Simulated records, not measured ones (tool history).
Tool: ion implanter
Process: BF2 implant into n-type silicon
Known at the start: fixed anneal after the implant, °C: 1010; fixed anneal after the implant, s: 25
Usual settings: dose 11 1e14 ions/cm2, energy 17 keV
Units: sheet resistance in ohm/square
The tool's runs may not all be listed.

run,hour,dose,energy,wafers since the last listed run,hours since the last dose calibration,hours since the extraction supply was calibrated,hours since the gauge calibration,"read-back reference wafer on the same gauge, sheet resistance",sheet resistance
1,0,11,17,0,2072.9,3148.4,138.5,151.98,180.46
2,10.2,12.65,18.5,133,2083.1,3158.6,148.7,151.94,168.91
3,26.7,11,17,216,2099.6,3175.1,165.2,151.98,181.3
4,34.5,11,17,102,2107.4,3182.9,173,151.97,180.76
# hour 38: gauge calibrated
5,42.7,11,17,107,2115.6,3191.1,4.7,152.02,180.45
6,53.6,13.4,20,143,2126.5,3202,15.6,152.04,161.82
7,59.6,13.4,20,78,2132.5,3208,21.6,151.97,161.85
8,65.7,13.4,20,80,2138.6,3214.1,27.7,151.98,161.89
# hour 77.5: extraction supply calibrated
9,83.3,11,21.5,126,2156.2,5.8,45.3,151.98,166.79
# hour 102.3: Faraday cup replaced and dose calibrated
10,102.8,11,21.5,150,0.5,25.3,64.8,151.99,166.57
11,109.9,11,17,93,7.6,32.4,71.9,151.96,180.78
12,117.4,11,17,98,15.1,39.9,79.4,152,180.63
13,128.6,9.77,14.5,147,26.3,51.1,90.6,151.96,198.39
14,146.2,11,17,231,43.9,68.7,108.2,152.01,180.76
15,158.9,11,11.5,166,56.6,81.4,120.9,152.02,203.23
16,173,11,17,185,70.7,95.5,135,152,180.6
# hour 200.1: gauge calibrated
17,214.4,13.77,17,543,112.1,136.9,14.3,152.03,170.36
18,229.8,11,22.5,202,127.5,152.3,29.7,152.01,164.11
19,242.9,7.95,14.5,171,140.6,165.4,42.8,151.94,216.83
20,255.8,13.5,19,169,153.5,178.3,55.7,151.94,164.67

Forecast each of these 3 alternatives for the next run:
A,256.2,11,17,5,153.9,178.7,56.1,?,?
B,256.2,9,21,5,153.9,178.7,56.1,?,?
C,256.2,12.1,19,5,153.9,178.7,56.1,?,?

run,"read-back reference wafer on the same gauge, sheet resistance",sheet resistance
A,151.97,180.59
B,151.97,182.42
C,151.97,168.94
Without the tool's hidden state the same runs would have given:
run,sheet resistance
A,180.59
B,182.42
C,168.94
